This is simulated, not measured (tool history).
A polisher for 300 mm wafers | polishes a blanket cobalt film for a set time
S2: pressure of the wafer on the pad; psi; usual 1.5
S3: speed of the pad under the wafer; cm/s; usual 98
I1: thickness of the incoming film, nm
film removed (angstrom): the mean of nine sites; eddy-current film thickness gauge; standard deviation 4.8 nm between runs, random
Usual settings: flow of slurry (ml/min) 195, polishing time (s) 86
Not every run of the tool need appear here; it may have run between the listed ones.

run 1 hour=0 | flow_of_slurry_(ml/min)=140 S2=1.5 S3=98 polishing_time_(s)=86 | I1=1174.2 | film_removed_(angstrom)=3493
run 2 hour=49.9 | flow_of_slurry_(ml/min)=195 S2=1.8 S3=98 polishing_time_(s)=86 | I1=1168.8 | film_removed_(angstrom)=4503
run 3 hour=87.1 | flow_of_slurry_(ml/min)=195 S2=1.8 S3=98 polishing_time_(s)=86 | I1=1152.9 | film_removed_(angstrom)=4357
run 4 hour=133.1 | flow_of_slurry_(ml/min)=195 S2=1.8 S3=98 polishing_time_(s)=86 | I1=1168.9 | film_removed_(angstrom)=4505
run 5 hour=158.4 | flow_of_slurry_(ml/min)=195 S2=1.5 S3=98 polishing_time_(s)=86 | I1=1152.6 | film_removed_(angstrom)=3728
-- hour=160.6 slurry nozzle cleaned
-- hour=182.4 worn pad replaced by a new one
run 6 hour=186.3 | flow_of_slurry_(ml/min)=195 S2=1.5 S3=98 polishing_time_(s)=86 | I1=1172.8 | film_removed_(angstrom)=3720
run 7 hour=248.3 | flow_of_slurry_(ml/min)=195 S2=1.5 S3=98 polishing_time_(s)=86 | I1=1142.3 | film_removed_(angstrom)=3724
run 8 hour=298.5 | flow_of_slurry_(ml/min)=240 S2=1.5 S3=78 polishing_time_(s)=86 | I1=1168.9 | film_removed_(angstrom)=3017
run 9 hour=331.5 | flow_of_slurry_(ml/min)=240 S2=1.5 S3=78 polishing_time_(s)=86 | I1=1165.3 | film_removed_(angstrom)=3061
-- hour=384 slurry nozzle cleaned
run 10 hour=392.9 | flow_of_slurry_(ml/min)=195 S2=1.5 S3=98 polishing_time_(s)=86 | I1=1142.7 | film_removed_(angstrom)=3743
-- hour=397.9 worn pad replaced by a new one
run 11 hour=568.6 | flow_of_slurry_(ml/min)=195 S2=1.5 S3=98 polishing_time_(s)=86 | I1=1151.6 | film_removed_(angstrom)=3726
-- hour=614.6 slurry nozzle cleaned
run 12 hour=638.8 | flow_of_slurry_(ml/min)=150 S2=1.5 S3=98 polishing_time_(s)=86 | I1=1163.7 | film_removed_(angstrom)=3634
-- hour=657.1 worn pad replaced by a new one
run 13 hour=666.1 | flow_of_slurry_(ml/min)=195 S2=1.5 S3=98 polishing_time_(s)=86 | I1=1166.2 | film_removed_(angstrom)=3651
run 14 hour=725.6 | flow_of_slurry_(ml/min)=260 S2=1.1 S3=98 polishing_time_(s)=86 | I1=1144.7 | film_removed_(angstrom)=2840
run 15 hour=762.7 | flow_of_slurry_(ml/min)=195 S2=1.5 S3=112 polishing_time_(s)=86 | I1=1174.9 | film_removed_(angstrom)=4184
run 16 hour=826.6 | flow_of_slurry_(ml/min)=195 S2=2 S3=98 polishing_time_(s)=86 | I1=1132.5 | film_removed_(angstrom)=5015
-- hour=863.2 slurry nozzle cleaned
run 17 hour=865.1 | flow_of_slurry_(ml/min)=245 S2=1 S3=98 polishing_time_(s)=101 | I1=1134.3 | film_removed_(angstrom)=3061
run 18 hour=892.7 | flow_of_slurry_(ml/min)=150 S2=1.2 S3=74 polishing_time_(s)=108 | I1=1128.4 | film_removed_(angstrom)=2652
-- hour=900.7 worn pad replaced by a new one
-- hour=942.8 head pressure recalibrated
run 19 hour=959.3 | flow_of_slurry_(ml/min)=195 S2=1.5 S3=98 polishing_time_(s)=86 | I1=1161.5 | film_removed_(angstrom)=3683
run 20 hour=1022.3 | flow_of_slurry_(ml/min)=135 S2=1.6 S3=120 polishing_time_(s)=73 | I1=1153.5 | film_removed_(angstrom)=3882
run 21 hour=1048.6 | flow_of_slurry_(ml/min)=195 S2=1.7 S3=98 polishing_time_(s)=86 | I1=1142.3 | film_removed_(angstrom)=4215
run 22 hour=1114.3 | flow_of_slurry_(ml/min)=195 S2=1.5 S3=98 polishing_time_(s)=86 | I1=1141.6 | film_removed_(angstrom)=3713
-- hour=1126.5 worn pad replaced by a new one
-- hour=1142.3 slurry nozzle cleaned
run 23 hour=1176.2 | flow_of_slurry_(ml/min)=140 S2=1.7 S3=82 polishing_time_(s)=104 | I1=1138.5 | film_removed_(angstrom)=3917
run 24 hour=1238.9 | flow_of_slurry_(ml/min)=235 S2=1.5 S3=98 polishing_time_(s)=64 | I1=1163.8 | film_removed_(angstrom)=2875

Run-by-run hidden state of the tool:
removal rate lost through wear of the pad, %: 0 across all the runs
slurry flow missing at the pad, %: 0 across all the runs
deviation of the head's pressure from its setpoint, %: 0 across all the runs

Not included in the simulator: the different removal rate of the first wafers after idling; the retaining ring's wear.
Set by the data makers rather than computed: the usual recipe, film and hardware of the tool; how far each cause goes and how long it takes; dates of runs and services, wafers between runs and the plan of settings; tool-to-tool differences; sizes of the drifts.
